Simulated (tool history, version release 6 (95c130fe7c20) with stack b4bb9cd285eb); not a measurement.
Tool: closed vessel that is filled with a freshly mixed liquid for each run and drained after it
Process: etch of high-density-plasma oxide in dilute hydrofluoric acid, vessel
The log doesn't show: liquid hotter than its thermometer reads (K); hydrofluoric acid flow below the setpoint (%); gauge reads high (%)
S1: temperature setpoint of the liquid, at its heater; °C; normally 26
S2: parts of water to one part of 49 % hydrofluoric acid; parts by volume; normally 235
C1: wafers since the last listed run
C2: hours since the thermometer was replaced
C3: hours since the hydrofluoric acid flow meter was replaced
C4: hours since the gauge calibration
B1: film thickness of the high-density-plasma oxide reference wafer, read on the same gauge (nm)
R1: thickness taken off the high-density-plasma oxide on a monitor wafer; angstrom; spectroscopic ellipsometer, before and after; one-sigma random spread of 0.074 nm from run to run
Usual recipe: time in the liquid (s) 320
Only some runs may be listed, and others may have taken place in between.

run 1 hour=0 | S1=26 S2=285 time_in_the_liquid_(s)=320 | C1=0 C2=897.6 C3=663 C4=585.3 | B1=130 | R1=74.4
run 2 hour=43.2 | S1=26 S2=285 time_in_the_liquid_(s)=320 | C1=3876 C2=940.8 C3=706.2 C4=628.5 | B1=129.99 | R1=75.7
run 3 hour=85.7 | S1=26 S2=285 time_in_the_liquid_(s)=320 | C1=3813 C2=983.3 C3=748.7 C4=671 | B1=130.01 | R1=75.8
run 4 hour=112 | S1=29 S2=235 time_in_the_liquid_(s)=320 | C1=2359 C2=1009.6 C3=775 C4=697.3 | B1=129.99 | R1=106.6
run 5 hour=271.4 | S1=29 S2=235 time_in_the_liquid_(s)=320 | C1=14302 C2=1169 C3=934.4 C4=856.7 | B1=130.05 | R1=106.8
run 6 hour=325.4 | S1=26 S2=235 time_in_the_liquid_(s)=320 | C1=4845 C2=1223 C3=988.4 C4=910.7 | B1=129.99 | R1=96.1
run 7 hour=396.3 | S1=26 S2=235 time_in_the_liquid_(s)=320 | C1=6361 C2=1293.9 C3=1059.3 C4=981.6 | B1=130.01 | R1=95.5
run 8 hour=427 | S1=26 S2=235 time_in_the_liquid_(s)=320 | C1=2754 C2=1324.6 C3=1090 C4=1012.3 | B1=129.98 | R1=96.4
-- hour=442.5 gauge calibrated
run 9 hour=494.1 | S1=26 S2=235 time_in_the_liquid_(s)=320 | C1=6020 C2=1391.7 C3=1157.1 C4=51.6 | B1=129.99 | R1=95.7
run 10 hour=523.1 | S1=26 S2=290 time_in_the_liquid_(s)=320 | C1=2602 C2=1420.7 C3=1186.1 C4=80.6 | B1=129.98 | R1=72
run 11 hour=554.4 | S1=26 S2=290 time_in_the_liquid_(s)=320 | C1=2808 C2=1452 C3=1217.4 C4=111.9 | B1=130 | R1=72.3
-- hour=603.3 hydrofluoric acid flow meter replaced
run 12 hour=625.7 | S1=26 S2=290 time_in_the_liquid_(s)=320 | C1=6307 C2=1523.3 C3=22.4 C4=183.2 | B1=130.01 | R1=79.2
run 13 hour=663.4 | S1=23.5 S2=280 time_in_the_liquid_(s)=320 | C1=3382 C2=1561 C3=60.1 C4=220.9 | B1=129.99 | R1=76.4
run 14 hour=693.2 | S1=23.5 S2=280 time_in_the_liquid_(s)=320 | C1=2673 C2=1590.8 C3=89.9 C4=250.7 | B1=130 | R1=74.9
-- hour=702.6 thermometer replaced
run 15 hour=762.9 | S1=26 S2=235 time_in_the_liquid_(s)=320 | C1=6164 C2=60.3 C3=159.6 C4=320.4 | B1=129.99 | R1=95.6
run 16 hour=822.2 | S1=23.5 S2=235 time_in_the_liquid_(s)=260 | C1=5320 C2=119.6 C3=218.9 C4=379.7 | B1=130.02 | R1=71
run 17 hour=870.9 | S1=23.5 S2=235 time_in_the_liquid_(s)=490 | C1=4369 C2=168.3 C3=267.6 C4=428.4 | B1=129.94 | R1=133
run 18 hour=896 | S1=26 S2=235 time_in_the_liquid_(s)=320 | C1=2252 C2=193.4 C3=292.7 C4=453.5 | B1=129.99 | R1=96
run 19 hour=927.4 | S1=26 S2=290 time_in_the_liquid_(s)=250 | C1=2817 C2=224.8 C3=324.1 C4=484.9 | B1=129.98 | R1=57.6
run 20 hour=981.3 | S1=26 S2=275 time_in_the_liquid_(s)=465 | C1=4836 C2=278.7 C3=378 C4=538.8 | B1=129.97 | R1=113.4
run 21 hour=1035.5 | S1=26 S2=235 time_in_the_liquid_(s)=420 | C1=4863 C2=332.9 C3=432.2 C4=593 | B1=129.95 | R1=124.9
run 22 hour=1086.9 | S1=26 S2=235 time_in_the_liquid_(s)=320 | C1=4611 C2=384.3 C3=483.6 C4=644.4 | B1=129.96 | R1=94.5
run 23 hour=1125.9 | S1=28.5 S2=235 time_in_the_liquid_(s)=160 | C1=3499 C2=423.3 C3=522.6 C4=683.4 | B1=130.03 | R1=52
run 24 hour=1156.2 | S1=28.5 S2=285 time_in_the_liquid_(s)=425 | C1=2718 C2=453.6 C3=552.9 C4=713.7 | B1=129.97 | R1=106.8
run 25 hour=1206.9 | S1=26 S2=235 time_in_the_liquid_(s)=320 | C1=4549 C2=504.3 C3=603.6 C4=764.4 | B1=130 | R1=94.9
run 26 hour=1257.3 | S1=26 S2=235 time_in_the_liquid_(s)=320 | C1=4522 C2=554.7 C3=654 C4=814.8 | B1=129.99 | R1=94.5
run 27 hour=1300.7 | S1=30 S2=155 time_in_the_liquid_(s)=320 | C1=3894 C2=598.1 C3=697.4 C4=858.2 | B1=130 | R1=181.3
run 28 hour=1345.9 | S1=30.5 S2=345 time_in_the_liquid_(s)=320 | C1=4055 C2=643.3 C3=742.6 C4=903.4 | B1=130 | R1=65.7
run 29 hour=1387.9 | S1=26 S2=235 time_in_the_liquid_(s)=320 | C1=3768 C2=685.3 C3=784.6 C4=945.4 | B1=129.98 | R1=94

Alternative continuations, all from the tool just after run 29; predict every row:
run A hour=1388.6 | S1=26 S2=235 time_in_the_liquid_(s)=205 | C1=62 C2=686 C3=785.3 C4=946.1 | B1=? | R1=?
run B hour=1388.6 | S1=26 S2=300 time_in_the_liquid_(s)=320 | C1=62 C2=686 C3=785.3 C4=946.1 | B1=? | R1=?
run C hour=1388.6 | S1=23.5 S2=235 time_in_the_liquid_(s)=320 | C1=62 C2=686 C3=785.3 C4=946.1 | B1=? | R1=?

run=A B1=129.97 R1=60.4
run=B B1=129.97 R1=68.7
run=C B1=129.97 R1=86.3
Without the tool's hidden state the same runs would have given:
run=A R1=61.8
run=B R1=70.6
run=C R1=88.2
